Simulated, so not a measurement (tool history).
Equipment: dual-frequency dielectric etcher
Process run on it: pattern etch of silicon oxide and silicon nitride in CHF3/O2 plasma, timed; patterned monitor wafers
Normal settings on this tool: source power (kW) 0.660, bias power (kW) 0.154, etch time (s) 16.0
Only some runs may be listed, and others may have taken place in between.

| run | day | source power (kW) | bias power (kW) | etch time (s) | wafers since the last listed run | hours since the last wet clean | hours since the last source power generator calibration | hours since the last bias power generator calibration | hours since the last upper electrode change | hours since the gauge calibration | read-back reference wafer on the same gauge, depth_nm | mean etch depth across the wafer (Å) |
|---|---|---|---|---|---|---|---|---|---|---|---|---|
| 1 | 0.000 | 0.660 | 0.154 | 16.0 | 0 | 103.3 | 3850.4 | 3450.7 | 3275.8 | 1031.1 | 22.42 | 233.6 |
| 2 | 2.500 | 0.660 | 0.154 | 16.0 | 1031 | 163.3 | 3910.4 | 3510.7 | 3335.8 | 1091.1 | 22.43 | 235.0 |
|  | 3.629 | source power generator calibrated |
| 3 | 4.500 | 0.660 | 0.154 | 16.0 | 756 | 211.3 | 20.9 | 3558.7 | 3383.8 | 1139.1 | 22.45 | 232.8 |
| 4 | 5.504 | 0.660 | 0.154 | 16.0 | 414 | 235.4 | 45.0 | 3582.8 | 3407.9 | 1163.2 | 22.46 | 235.0 |
| 5 | 8.488 | 0.660 | 0.154 | 16.0 | 1230 | 307.0 | 116.6 | 3654.4 | 3479.5 | 1234.8 | 22.48 | 233.8 |
| 6 | 10.117 | 0.660 | 0.154 | 16.0 | 672 | 346.1 | 155.7 | 3693.5 | 3518.6 | 1273.9 | 22.49 | 233.9 |
|  | 10.696 | bias power generator calibrated |
| 7 | 13.050 | 0.660 | 0.154 | 16.0 | 1141 | 416.5 | 226.1 | 56.5 | 3589.0 | 1344.3 | 22.52 | 234.1 |
| 8 | 14.533 | 0.660 | 0.172 | 16.0 | 612 | 452.1 | 261.7 | 92.1 | 3624.6 | 1379.9 | 22.53 | 243.4 |
|  | 17.033 | wet clean of the chamber |
| 9 | 17.054 | 0.660 | 0.172 | 16.0 | 627 | 0.5 | 322.2 | 152.6 | 3685.1 | 1440.4 | 22.55 | 245.3 |
| 10 | 18.125 | 0.660 | 0.165 | 16.0 | 441 | 26.2 | 347.9 | 178.3 | 3710.8 | 1466.1 | 22.58 | 239.3 |
| 11 | 19.938 | 0.660 | 0.154 | 12.5 | 747 | 69.7 | 391.4 | 221.8 | 3754.3 | 1509.6 | 22.54 | 182.6 |
| 12 | 22.317 | 0.660 | 0.154 | 16.0 | 981 | 126.8 | 448.5 | 278.9 | 3811.4 | 1566.7 | 22.60 | 236.8 |
|  | 23.796 | upper electrode replaced |
| 13 | 24.154 | 0.660 | 0.154 | 11.5 | 345 | 170.9 | 492.6 | 323.0 | 8.6 | 1610.8 | 22.60 | 170.2 |
| 14 | 26.379 | 0.660 | 0.189 | 12.0 | 918 | 224.3 | 546.0 | 376.4 | 62.0 | 1664.2 | 22.62 | 188.0 |
| 15 | 27.638 | 0.790 | 0.154 | 16.0 | 519 | 254.5 | 576.2 | 406.6 | 92.2 | 1694.4 | 22.61 | 264.7 |
| 16 | 29.558 | 0.790 | 0.130 | 16.0 | 792 | 300.6 | 622.3 | 452.7 | 138.3 | 1740.5 | 22.67 | 249.7 |
| 17 | 32.075 | 0.660 | 0.154 | 16.0 | 1038 | 361.0 | 682.7 | 513.1 | 198.7 | 1800.9 | 22.62 | 237.0 |
| 18 | 34.800 | 0.790 | 0.132 | 20.5 | 1124 | 426.4 | 748.1 | 578.5 | 264.1 | 1866.3 | 22.71 | 321.5 |
| 19 | 36.283 | 0.590 | 0.177 | 13.0 | 612 | 462.0 | 783.7 | 614.1 | 299.7 | 1901.9 | 22.65 | 188.0 |

Run 20 has not been measured yet. What should we expect?
|  | 37.658 | wet clean of the chamber |
| 20 | 38.975 | 0.760 | 0.138 | 18.5 | 697 | 31.6 | 848.3 | 678.7 | 364.3 | 1966.5 | ? | ? |

read-back reference wafer on the same gauge, depth_nm: 22.70
mean etch depth across the wafer (Å): 293.0
On a tool with no hidden condition, and with the same random variation, this run would have come out at mean etch depth across the wafer (Å) 285.2.

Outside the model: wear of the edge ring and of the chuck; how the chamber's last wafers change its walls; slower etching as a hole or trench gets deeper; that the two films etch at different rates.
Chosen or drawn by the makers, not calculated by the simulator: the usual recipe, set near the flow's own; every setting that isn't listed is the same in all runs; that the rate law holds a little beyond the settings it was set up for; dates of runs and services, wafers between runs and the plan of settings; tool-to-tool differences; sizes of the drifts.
